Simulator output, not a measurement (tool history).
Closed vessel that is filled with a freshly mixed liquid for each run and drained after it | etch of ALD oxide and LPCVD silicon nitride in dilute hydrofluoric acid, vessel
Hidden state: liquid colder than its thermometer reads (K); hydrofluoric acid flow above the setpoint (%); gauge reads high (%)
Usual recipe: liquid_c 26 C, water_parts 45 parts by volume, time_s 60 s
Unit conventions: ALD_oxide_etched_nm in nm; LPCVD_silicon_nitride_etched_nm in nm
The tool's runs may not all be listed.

run   hour  liquid_c  water_parts  time_s  wafers since the last listed run  hours since the thermometer was replaced  hours since the hydrofluoric acid flow meter was replaced  hours since the gauge calibration  read-back film thickness of the ALD oxide reference wafer, read on the same gauge (nm)  read-back film thickness of the LPCVD silicon nitride reference wafer, read on the same gauge (nm)  ALD_oxide_etched_nm  LPCVD_silicon_nitride_etched_nm
  1      0        26           45      60                                 0                                     632.6                                                     2123.3                                205                                                                                   89.98                                                                                              69.987                50.34                            0.873
  2   25.8        26           45      60                              3648                                     658.4                                                     2149.1                              230.8                                                                                   89.99                                                                                              70.014                49.81                            0.919
  3   38.7        26           45      60                              1824                                     671.3                                                       2162                              243.7                                                                                      90                                                                                              70.006                50.22                            0.896
  4   55.6        26           45      60                              2390                                     688.2                                                     2178.9                              260.6                                                                                   89.99                                                                                                  70                50.28                             0.88
  5   88.9        26           45      60                              4709                                     721.5                                                     2212.2                              293.9                                                                                   89.99                                                                                              69.982                50.32                            0.862
  6  120.4        26           45      60                              4455                                       753                                                     2243.7                              325.4                                                                                   89.98                                                                                              69.987                50.07                            0.909
     122.5  -- gauge calibrated
     148.5  -- thermometer replaced
  7  155.3      29.5           40      60                              4794                                       6.8                                                     2278.6                               32.8                                                                                   89.99                                                                                              70.011                70.57                            1.384
  8  173.4        26           35      60                              2559                                      24.9                                                     2296.7                               50.9                                                                                   90.04                                                                                              69.995                 70.3                            1.127
  9  201.2      23.5           25      30                              3931                                      52.7                                                     2324.5                               78.7                                                                                   90.01                                                                                              69.985                44.87                            0.672
     214.6  -- hydrofluoric acid flow meter replaced
 10  222.6        26           45      60                              2885                                      74.1                                                          8                              100.1                                                                                      90                                                                                              69.976                47.88                            0.865
 11  237.2      22.5           25      70                              2064                                      88.7                                                       22.6                              114.7                                                                                   89.99                                                                                              69.987                89.16                            1.467
 12  256.6        26           60      80                              2743                                     108.1                                                         42                              134.1                                                                                   89.99                                                                                              69.988                46.69                            0.894
 13  275.1        26           45      60                              2616                                     126.6                                                       60.5                              152.6                                                                                      90                                                                                              70.001                47.53                            0.817
 14  307.5        23           45      60                              4582                                       159                                                       92.9                                185                                                                                   90.01                                                                                              69.999                42.09                            0.688
 15  320.5      24.5           60      35                              1838                                       172                                                      105.9                                198                                                                                   90.04                                                                                              70.001                19.21                            0.348

Alternative continuations, all from the tool just after run 15; predict every row:
  A  321.2        26           45      95                                99                                     172.7                                                      106.6                              198.7                                                                                       ?                                                                                                   ?                    ?                                ?
  B  321.2        26           45      30                                99                                     172.7                                                      106.6                              198.7                                                                                       ?                                                                                                   ?                    ?                                ?
  C  321.2        26           25      60                                99                                     172.7                                                      106.6                              198.7                                                                                       ?                                                                                                   ?                    ?                                ?

run  read-back film thickness of the ALD oxide reference wafer, read on the same gauge (nm)  read-back film thickness of the LPCVD silicon nitride reference wafer, read on the same gauge (nm)  ALD_oxide_etched_nm  LPCVD_silicon_nitride_etched_nm
  A                                                                                   90.01                                                                                              69.996                75.14                            1.369
  B                                                                                   90.01                                                                                              69.996                23.73                            0.432
  C                                                                                   90.01                                                                                              69.996                87.84                            1.531
With the hidden condition removed and each run's random variation left untouched, the same runs would have given:
run  ALD_oxide_etched_nm  LPCVD_silicon_nitride_etched_nm
  A                75.04                            1.382
  B                 23.7                            0.437
  C                87.75                            1.546
